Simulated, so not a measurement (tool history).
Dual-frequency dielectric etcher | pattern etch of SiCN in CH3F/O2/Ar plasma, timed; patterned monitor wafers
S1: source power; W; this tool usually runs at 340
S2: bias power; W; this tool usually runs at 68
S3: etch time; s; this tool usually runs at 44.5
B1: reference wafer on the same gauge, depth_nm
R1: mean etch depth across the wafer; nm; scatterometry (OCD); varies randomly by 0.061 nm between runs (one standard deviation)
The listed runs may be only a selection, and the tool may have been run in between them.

{"run": 1, "hour": 0.0, "S1": 320, "S2": 64, "S3": 44.5, "B1": 12.68, "R1": 13.91}
{"hour": 94.3, "done": "wet clean of the chamber"}
{"run": 2, "hour": 96.9, "S1": 320, "S2": 64, "S3": 44.5, "B1": 12.69, "R1": 13.88}
{"run": 3, "hour": 162.5, "S1": 340, "S2": 68, "S3": 44.5, "B1": 12.7, "R1": 14.56}
{"run": 4, "hour": 200.7, "S1": 340, "S2": 68, "S3": 44.5, "B1": 12.7, "R1": 14.58}
{"run": 5, "hour": 270.4, "S1": 340, "S2": 64, "S3": 44.5, "B1": 12.7, "R1": 14.22}
{"run": 6, "hour": 310.8, "S1": 340, "S2": 64, "S3": 44.5, "B1": 12.7, "R1": 14.17}
{"run": 7, "hour": 383.1, "S1": 340, "S2": 68, "S3": 44.5, "B1": 12.72, "R1": 14.5}
{"run": 8, "hour": 439.3, "S1": 340, "S2": 68, "S3": 44.5, "B1": 12.71, "R1": 14.49}
{"hour": 481.0, "done": "wet clean of the chamber"}
{"run": 9, "hour": 501.0, "S1": 340, "S2": 68, "S3": 44.5, "B1": 12.71, "R1": 14.57}
{"run": 10, "hour": 568.3, "S1": 340, "S2": 68, "S3": 44.5, "B1": 12.7, "R1": 14.53}
{"run": 11, "hour": 658.7, "S1": 340, "S2": 74, "S3": 44.5, "B1": 12.7, "R1": 15.09}
{"hour": 723.3, "done": "bias power generator calibrated"}
{"hour": 731.0, "done": "upper electrode replaced, of another model than before"}
{"run": 12, "hour": 740.8, "S1": 340, "S2": 68, "S3": 44.5, "B1": 12.71, "R1": 14.85}
{"hour": 863.3, "done": "wet clean of the chamber"}
{"run": 13, "hour": 863.8, "S1": 320, "S2": 64, "S3": 44.5, "B1": 12.7, "R1": 14.03}
{"run": 14, "hour": 910.5, "S1": 340, "S2": 68, "S3": 44.5, "B1": 12.72, "R1": 14.86}
{"run": 15, "hour": 1018.0, "S1": 340, "S2": 68, "S3": 44.5, "B1": 12.69, "R1": 14.78}
{"hour": 1025.6, "done": "source power generator calibrated"}
{"run": 16, "hour": 1080.0, "S1": 340, "S2": 68, "S3": 44.5, "B1": 12.7, "R1": 14.85}
{"hour": 1228.1, "done": "wet clean of the chamber"}
{"hour": 1233.1, "done": "gauge calibrated"}
{"run": 17, "hour": 1287.1, "S1": 340, "S2": 68, "S3": 33.5, "B1": 12.7, "R1": 11.18}
{"run": 18, "hour": 1346.8, "S1": 340, "S2": 80, "S3": 49.5, "B1": 12.7, "R1": 18.14}
{"run": 19, "hour": 1421.0, "S1": 410, "S2": 57, "S3": 57.5, "B1": 12.69, "R1": 17.6}
{"run": 20, "hour": 1499.4, "S1": 340, "S2": 68, "S3": 44.5, "B1": 12.7, "R1": 14.76}
{"hour": 1574.9, "done": "wet clean of the chamber"}
{"run": 21, "hour": 1581.9, "S1": 390, "S2": 73, "S3": 56.5, "B1": 12.7, "R1": 20.04}
{"run": 22, "hour": 1635.7, "S1": 300, "S2": 52, "S3": 32, "B1": 12.7, "R1": 8.62}
{"run": 23, "hour": 1692.6, "S1": 260, "S2": 68, "S3": 53, "B1": 12.69, "R1": 16.67}
{"run": 24, "hour": 1746.1, "S1": 300, "S2": 64, "S3": 48, "B1": 12.69, "R1": 14.79}
{"run": 25, "hour": 1814.5, "S1": 410, "S2": 68, "S3": 52.5, "B1": 12.69, "R1": 17.86}

Some steps in R1, run to run, broken into two amounts with sign: the step expected even without the hidden condition (settings, incoming material, random variation), and the rest, left for the hidden condition together with whatever gauge scatter is not in both the measured and the hidden-condition-free result:
Hidden conditions of the tool in this case: etch rate over this chamber's usual, %; source power that arrives over what is set, %; bias power that arrives over what is set, %; gauge reads high (%).
Run 11 -> 12: S2 74 -> 68, bias power generator calibrated, upper electrode replaced, of another model than before. R1 -0.24 nm: hidden state +0.4, all else -0.64.
Run 21 -> 22: S1 390 -> 300, S2 73 -> 52, S3 56.5 -> 32. R1 -11.42 nm: hidden state +0.05, all else -11.47.
Run 22 -> 23: S1 300 -> 260, S2 52 -> 68, S3 32 -> 53. R1 +8.05 nm: hidden state -0.07, all else +8.12.
